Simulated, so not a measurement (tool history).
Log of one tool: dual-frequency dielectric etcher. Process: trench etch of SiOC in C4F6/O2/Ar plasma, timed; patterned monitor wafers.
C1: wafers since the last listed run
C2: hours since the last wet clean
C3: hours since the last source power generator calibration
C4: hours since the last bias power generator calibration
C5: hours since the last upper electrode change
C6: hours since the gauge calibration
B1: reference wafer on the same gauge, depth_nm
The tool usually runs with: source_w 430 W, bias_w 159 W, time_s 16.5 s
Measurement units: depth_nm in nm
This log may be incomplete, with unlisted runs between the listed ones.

{"run": 1, "hour": 0.0, "source_w": 430, "bias_w": 159, "time_s": 16.5, "C1": 0, "C2": 6.7, "C3": 3834.2, "C4": 1850, "C5": 3666.1, "C6": 423.2, "B1": 37.7, "depth_nm": 33.17}
{"run": 2, "hour": 44.4, "source_w": 430, "bias_w": 159, "time_s": 14.5, "C1": 541, "C2": 51.1, "C3": 3878.6, "C4": 1894.4, "C5": 3710.5, "C6": 467.6, "B1": 37.82, "depth_nm": 29.19}
{"run": 3, "hour": 74.8, "source_w": 430, "bias_w": 159, "time_s": 16.5, "C1": 371, "C2": 81.5, "C3": 3909, "C4": 1924.8, "C5": 3740.9, "C6": 498, "B1": 37.81, "depth_nm": 33.15}
{"run": 4, "hour": 115.7, "source_w": 430, "bias_w": 159, "time_s": 16.5, "C1": 499, "C2": 122.4, "C3": 3949.9, "C4": 1965.7, "C5": 3781.8, "C6": 538.9, "B1": 37.8, "depth_nm": 33.49}
{"run": 5, "hour": 171.9, "source_w": 430, "bias_w": 159, "time_s": 16.5, "C1": 685, "C2": 178.6, "C3": 4006.1, "C4": 2021.9, "C5": 3838, "C6": 595.1, "B1": 37.65, "depth_nm": 32.68}
{"run": 6, "hour": 202.2, "source_w": 430, "bias_w": 159, "time_s": 16.5, "C1": 369, "C2": 208.9, "C3": 4036.4, "C4": 2052.2, "C5": 3868.3, "C6": 625.4, "B1": 37.84, "depth_nm": 32.87}
{"run": 7, "hour": 253.1, "source_w": 430, "bias_w": 159, "time_s": 16.5, "C1": 621, "C2": 259.8, "C3": 4087.3, "C4": 2103.1, "C5": 3919.2, "C6": 676.3, "B1": 37.79, "depth_nm": 32.82}
{"run": 8, "hour": 320.1, "source_w": 430, "bias_w": 159, "time_s": 16.5, "C1": 817, "C2": 326.8, "C3": 4154.3, "C4": 2170.1, "C5": 3986.2, "C6": 743.3, "B1": 37.68, "depth_nm": 32.74}
{"run": 9, "hour": 387.4, "source_w": 430, "bias_w": 191, "time_s": 16.5, "C1": 821, "C2": 394.1, "C3": 4221.6, "C4": 2237.4, "C5": 4053.5, "C6": 810.6, "B1": 37.8, "depth_nm": 34.42}
{"hour": 439.4, "done": "wet clean of the chamber"}
{"run": 10, "hour": 439.9, "source_w": 430, "bias_w": 191, "time_s": 16.5, "C1": 347, "C2": 0.5, "C3": 4274.1, "C4": 2289.9, "C5": 4106, "C6": 863.1, "B1": 37.9, "depth_nm": 37.91}
{"hour": 541.6, "done": "upper electrode replaced"}
{"hour": 643.8, "done": "wet clean of the chamber, repeated, since the last time left the tool worse"}
{"run": 11, "hour": 644.3, "source_w": 510, "bias_w": 159, "time_s": 16.5, "C1": 1908, "C2": 0.5, "C3": 4478.5, "C4": 2494.3, "C5": 102.7, "C6": 1067.5, "B1": 37.8, "depth_nm": 36.86}
{"run": 12, "hour": 669.5, "source_w": 430, "bias_w": 159, "time_s": 16.5, "C1": 307, "C2": 25.7, "C3": 4503.7, "C4": 2519.5, "C5": 127.9, "C6": 1092.7, "B1": 37.81, "depth_nm": 33.39}
{"run": 13, "hour": 706.3, "source_w": 430, "bias_w": 159, "time_s": 16.5, "C1": 449, "C2": 62.5, "C3": 4540.5, "C4": 2556.3, "C5": 164.7, "C6": 1129.5, "B1": 37.75, "depth_nm": 33.34}
{"hour": 733.2, "done": "source power generator calibrated"}
{"run": 14, "hour": 764.3, "source_w": 430, "bias_w": 159, "time_s": 16.5, "C1": 659, "C2": 120.5, "C3": 31.1, "C4": 2614.3, "C5": 222.7, "C6": 1187.5, "B1": 37.87, "depth_nm": 33.22}
{"hour": 820.4, "done": "gauge calibrated"}
{"run": 15, "hour": 833.5, "source_w": 430, "bias_w": 198, "time_s": 15, "C1": 844, "C2": 189.7, "C3": 100.3, "C4": 2683.5, "C5": 291.9, "C6": 13.1, "B1": 37.85, "depth_nm": 32.36}
{"run": 16, "hour": 893.1, "source_w": 430, "bias_w": 159, "time_s": 20.5, "C1": 727, "C2": 249.3, "C3": 159.9, "C4": 2743.1, "C5": 351.5, "C6": 72.7, "B1": 37.66, "depth_nm": 40.91}
{"run": 17, "hour": 927.0, "source_w": 430, "bias_w": 194, "time_s": 16.5, "C1": 413, "C2": 283.2, "C3": 193.8, "C4": 2777, "C5": 385.4, "C6": 106.6, "B1": 37.77, "depth_nm": 35.4}
{"run": 18, "hour": 955.3, "source_w": 520, "bias_w": 120, "time_s": 18, "C1": 345, "C2": 311.5, "C3": 222.1, "C4": 2805.3, "C5": 413.7, "C6": 134.9, "B1": 37.73, "depth_nm": 35.55}
{"run": 19, "hour": 1019.4, "source_w": 430, "bias_w": 177, "time_s": 18.5, "C1": 782, "C2": 375.6, "C3": 286.2, "C4": 2869.4, "C5": 477.8, "C6": 199, "B1": 37.83, "depth_nm": 38.19}
{"run": 20, "hour": 1062.2, "source_w": 320, "bias_w": 159, "time_s": 12, "C1": 522, "C2": 418.4, "C3": 329, "C4": 2912.2, "C5": 520.6, "C6": 241.8, "B1": 37.79, "depth_nm": 19.97}
{"hour": 1103.4, "done": "wet clean of the chamber"}
{"run": 21, "hour": 1107.3, "source_w": 350, "bias_w": 169, "time_s": 16.5, "C1": 257, "C2": 3.9, "C3": 374.1, "C4": 2957.3, "C5": 565.7, "C6": 286.9, "B1": 37.84, "depth_nm": 30.49}
{"hour": 1122.3, "done": "bias power generator calibrated"}
{"run": 22, "hour": 1174.7, "source_w": 430, "bias_w": 159, "time_s": 16.5, "C1": 773, "C2": 71.3, "C3": 441.5, "C4": 52.4, "C5": 633.1, "C6": 354.3, "B1": 37.75, "depth_nm": 33.07}
{"run": 23, "hour": 1223.2, "source_w": 430, "bias_w": 159, "time_s": 16.5, "C1": 591, "C2": 119.8, "C3": 490, "C4": 100.9, "C5": 681.6, "C6": 402.8, "B1": 37.94, "depth_nm": 32.93}
{"run": 24, "hour": 1278.0, "source_w": 520, "bias_w": 159, "time_s": 18, "C1": 668, "C2": 174.6, "C3": 544.8, "C4": 155.7, "C5": 736.4, "C6": 457.6, "B1": 37.86, "depth_nm": 39.47}
{"run": 25, "hour": 1329.6, "source_w": 430, "bias_w": 159, "time_s": 16.5, "C1": 629, "C2": 226.2, "C3": 596.4, "C4": 207.3, "C5": 788, "C6": 509.2, "B1": 37.87, "depth_nm": 32.68}
{"run": 26, "hour": 1397.8, "source_w": 430, "bias_w": 159, "time_s": 16.5, "C1": 832, "C2": 294.4, "C3": 664.6, "C4": 275.5, "C5": 856.2, "C6": 577.4, "B1": 37.8, "depth_nm": 32.57}
{"run": 27, "hour": 1448.6, "source_w": 530, "bias_w": 191, "time_s": 14, "C1": 620, "C2": 345.2, "C3": 715.4, "C4": 326.3, "C5": 907, "C6": 628.2, "B1": 37.77, "depth_nm": 32.77}

Some steps in depth_nm between neighbouring runs. How much of each would the tool show without its hidden state too (settings, what came in, random variation), and how much is left for the hidden state, with any gauge scatter that isn't in both results?
The tool's hidden condition here consists of: etch rate over this chamber's usual, %; source power that arrives over what is set, %; bias power that arrives over what is set, %; gauge reads high (%).
Run 9 -> 10: wet clean of the chamber. depth_nm +3.49 nm: hidden state +3.6, all else -0.11.
Run 10 -> 11: source_w 430 -> 510, bias_w 191 -> 159, upper electrode replaced, wet clean of the chamber, repeated, since the last time left the tool worse. depth_nm -1.05 nm: hidden state -2.37, all else +1.32.
Run 19 -> 20: source_w 430 -> 320, bias_w 177 -> 159, time_s 18.5 -> 12. depth_nm -18.22 nm: hidden state +0.46, all else -18.68.
Run 20 -> 21: source_w 320 -> 350, bias_w 159 -> 169, time_s 12 -> 16.5, wet clean of the chamber. depth_nm +10.52 nm: hidden state +0.51, all else +10.01.

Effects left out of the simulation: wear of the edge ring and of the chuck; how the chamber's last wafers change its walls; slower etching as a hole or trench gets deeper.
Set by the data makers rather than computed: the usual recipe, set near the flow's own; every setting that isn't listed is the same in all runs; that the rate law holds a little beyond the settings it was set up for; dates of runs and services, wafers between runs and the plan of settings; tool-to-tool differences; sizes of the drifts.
